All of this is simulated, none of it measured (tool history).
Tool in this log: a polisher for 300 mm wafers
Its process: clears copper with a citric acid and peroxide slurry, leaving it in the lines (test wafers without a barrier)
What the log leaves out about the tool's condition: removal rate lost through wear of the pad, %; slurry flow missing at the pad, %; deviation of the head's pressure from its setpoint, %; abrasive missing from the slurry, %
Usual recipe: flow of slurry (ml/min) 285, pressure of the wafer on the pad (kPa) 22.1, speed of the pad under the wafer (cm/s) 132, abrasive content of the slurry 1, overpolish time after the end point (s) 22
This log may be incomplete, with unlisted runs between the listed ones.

run,hour,flow of slurry (ml/min),pressure of the wafer on the pad (kPa),speed of the pad under the wafer (cm/s),abrasive content of the slurry,overpolish time after the end point (s),wafers since the last listed run,wafers polished on this pad,hours since the slurry nozzle was cleaned,hours since the head pressure was calibrated,hours since the slurry blender was calibrated,"incoming thickness of the incoming film, nm",time until the end point was called (s),dishing of a wide line in a test structure (Å)
1,0,285,22.1,162,1,22,0,2077,463.8,1095.7,246.3,229.8,67,442
2,70,285,22.1,162,1,22,841,2919,533.8,1165.7,316.3,230.6,69.4,433
3,122.8,285,22.1,162,1,22,634,3554,586.6,1218.5,369.1,231.6,71.5,446
4,193.4,285,22.1,132,1,26,849,4403,657.2,1289.1,439.7,227.8,78.6,452
# hour 199.9: head pressure recalibrated
# hour 228.2: slurry nozzle cleaned
5,237.8,285,22.1,132,1,26,497,4900,9.6,37.9,484.1,227.1,79.2,445
# hour 261.4: slurry blender recalibrated
6,263.8,340,26.2,106,1,16,288,5189,35.6,63.9,2.4,233.6,77.7,312
# hour 303.9: worn pad replaced by a new one, repeated, since the last time left the tool worse
7,314.1,285,22.1,132,1,26,556,122,85.9,114.2,52.7,231.6,66.9,492
8,349,240,15.9,110,1.1,22,419,542,120.8,149.1,87.6,229.5,106.2,306
9,401.3,210,29,132,1,22,628,1171,173.1,201.4,139.9,229.9,54.2,528
10,464,285,22.1,132,1,22,754,1925,235.8,264.1,202.6,231.6,70.8,433
11,533.8,205,22.1,108,1,35,839,2764,305.6,333.9,272.4,230.3,82.4,545
12,588.7,205,22.1,132,1,22,660,3424,360.5,388.8,327.3,234.3,75.7,421
13,624.3,285,27.6,98,0.8,22,428,3852,396.1,424.4,362.9,230,74.8,404
14,668.3,285,24.8,132,1,22,529,4382,440.1,468.4,406.9,229.9,63.1,481
15,726,285,22.1,132,1,22,693,5075,497.8,526.1,464.6,231.3,72.2,426
# hour 744.8: worn pad replaced by a new one
# hour 755: slurry blender recalibrated
16,777,285,29.6,132,1,22,541,363,548.8,577.1,22,231.4,51.7,560
17,842.7,285,22.1,132,1,32,790,1153,614.5,642.8,87.7,227.4,69.7,575
# hour 887.8: slurry nozzle cleaned
18,910.6,350,17.2,92,1,22,804,1957,22.8,710.7,155.6,228,110.6,309
19,963.7,285,17.2,132,1.3,22,638,2596,75.9,763.8,208.7,231.9,85.2,365
20,1017.8,225,17.2,132,1.2,22,650,3247,130,817.9,262.8,230.7,88.8,362
21,1054.2,285,15.2,174,1.1,12,437,3684,166.4,854.3,299.2,230.9,84.5,224
22,1093.6,210,17.2,132,1,12,473,4158,205.8,893.7,338.6,227.9,97.3,201
# hour 1137: worn pad replaced by a new one
23,1146.1,285,22.1,132,1,22,583,109,258.3,946.2,391.1,231.9,69,473
24,1172.3,310,22.1,88,1,22,315,424,284.5,972.4,417.3,231,88.4,363
25,1204.4,285,22.1,146,0.9,16,386,810,316.6,1004.5,449.4,228.5,67.5,347
# hour 1238.6: slurry blender recalibrated
26,1247.1,355,22.1,114,1,22,489,1300,359.3,1047.2,8.5,229.6,75,413
27,1272.3,235,22.1,132,0.75,29,303,1603,384.5,1072.4,33.7,228.6,80.6,489

Here are 5 independent what-if runs from the current tool condition. What would each one return?
A,1272.7,285,15.9,132,1,22,4,1608,384.9,1072.8,34.1,228.7,?,?
B,1272.7,285,19.3,168,0.75,35,4,1608,384.9,1072.8,34.1,228.7,?,?
C,1272.7,245,22.1,90,1,22,4,1608,384.9,1072.8,34.1,228.7,?,?
D,1272.7,285,22.1,132,1.15,22,4,1608,384.9,1072.8,34.1,228.7,?,?
E,1272.7,285,22.1,102,0.8,29,4,1608,384.9,1072.8,34.1,228.7,?,?

run,time until the end point was called (s),dishing of a wide line in a test structure (Å)
A,95.3,329
B,74.4,573
C,89.2,353
D,65.7,451
E,88.6,444
Without the tool's hidden state the same runs would have given:
run,time until the end point was called (s),dishing of a wide line in a test structure (Å)
A,91.9,340
B,71.7,588
C,86,364
D,63.3,464
E,85.4,456
